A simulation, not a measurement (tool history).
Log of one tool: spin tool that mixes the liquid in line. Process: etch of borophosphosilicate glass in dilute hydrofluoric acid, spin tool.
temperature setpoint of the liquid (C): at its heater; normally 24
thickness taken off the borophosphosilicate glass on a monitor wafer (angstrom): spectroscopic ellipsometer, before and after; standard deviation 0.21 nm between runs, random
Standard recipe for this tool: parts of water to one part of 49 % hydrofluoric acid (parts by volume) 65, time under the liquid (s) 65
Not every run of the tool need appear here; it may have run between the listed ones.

run	hour	temperature setpoint of the liquid (C)	parts of water to one part of 49 % hydrofluoric acid (parts by volume)	time under the liquid (s)	wafers since the last listed run	hours since the thermometer was replaced	hours since the hydrofluoric acid flow meter was replaced	hours since the gauge calibration	read-back film thickness of the borophosphosilicate glass reference wafer, read on the same gauge (nm)	thickness taken off the borophosphosilicate glass on a monitor wafer (angstrom)
1	0	22.5	65	65	0	368.6	181.1	511.2	149.97	436.3
2	27.4	22.5	65	65	194	396	208.5	538.6	149.98	439.9
3	44.7	22.5	65	65	122	413.3	225.8	555.9	150.02	439.6
4	74.2	24	65	65	209	442.8	255.3	585.4	149.99	470.5
5	99.6	24	40	65	180	468.2	280.7	610.8	149.98	791.5
6	129.4	24	40	65	211	498	310.5	640.6	150	793.3
7	147.5	24	40	65	128	516.1	328.6	658.7	150.01	783.5
8	177.3	21	65	40	211	545.9	358.4	688.5	149.99	254.5
9	224.8	21	65	40	337	593.4	405.9	736	150.03	256
10	258.7	21	65	40	240	627.3	439.8	769.9	150.01	257.2
11	278.7	24	65	65	142	647.3	459.8	789.9	149.99	472.7
12	312	24	65	90	236	680.6	493.1	823.2	150	654.3
13	337.2	24	65	45	179	705.8	518.3	848.4	150.02	328.4
14	360.1	24	65	65	162	728.7	541.2	871.3	149.99	472.2
# hour 370: thermometer replaced
15	379	24	90	100	127	9	560.1	890.2	150.01	493.5
16	408.1	24	65	65	206	38.1	589.2	919.3	150.02	457.6
# hour 428.9: gauge calibrated
17	433.9	22	65	65	183	63.9	615	5	149.96	423.4
18	466.2	21	40	65	229	96.2	647.3	37.3	150.01	679.4
19	493.4	24	65	65	193	123.4	674.5	64.5	150.01	458.7
20	523.8	24	95	65	216	153.8	704.9	94.9	150	303.2
21	539.4	24	75	65	110	169.4	720.5	110.5	149.98	393.8
# hour 562: hydrofluoric acid flow meter replaced
22	581.6	24	65	65	292	211.6	19.6	152.7	149.99	463.8
23	602.5	24	80	50	148	232.5	40.5	173.6	150.01	283.3
24	635.9	27.5	80	45	237	265.9	73.9	207	149.99	296.4
25	658.2	24	85	65	158	288.2	96.2	229.3	150.01	346.6
26	693.1	24	65	35	248	323.1	131.1	264.2	150.03	251.7
27	711.5	25.5	65	105	130	341.5	149.5	282.6	149.99	800.1
28	746.1	24	45	65	245	376.1	184.1	317.2	149.98	689.6
29	761.9	19	95	85	112	391.9	199.9	333	150.05	328.1

Take each entry between the runs: how does the hidden state at the last listed run before it differ from the hidden state at the first listed run after it?
Between runs 14 and 15: thermometer replaced (hour 370)
  liquid hotter than its thermometer reads (K): 0.824 -> 0.0414
  what was measured, less what the result would be without the hidden state, thickness taken off the borophosphosilicate glass on a monitor wafer (angstrom): +15.5 -> +0.8
Between runs 16 and 17: gauge calibrated (hour 428.9)
  liquid hotter than its thermometer reads (K): 0.0734 -> 0.102
  what was measured, less what the result would be without the hidden state, thickness taken off the borophosphosilicate glass on a monitor wafer (angstrom): +1.3 -> +1.7
Between runs 21 and 22: hydrofluoric acid flow meter replaced (hour 562)
  liquid hotter than its thermometer reads (K): 0.218 -> 0.264
  what was measured, less what the result would be without the hidden state, thickness taken off the borophosphosilicate glass on a monitor wafer (angstrom): +3.5 -> +4.9
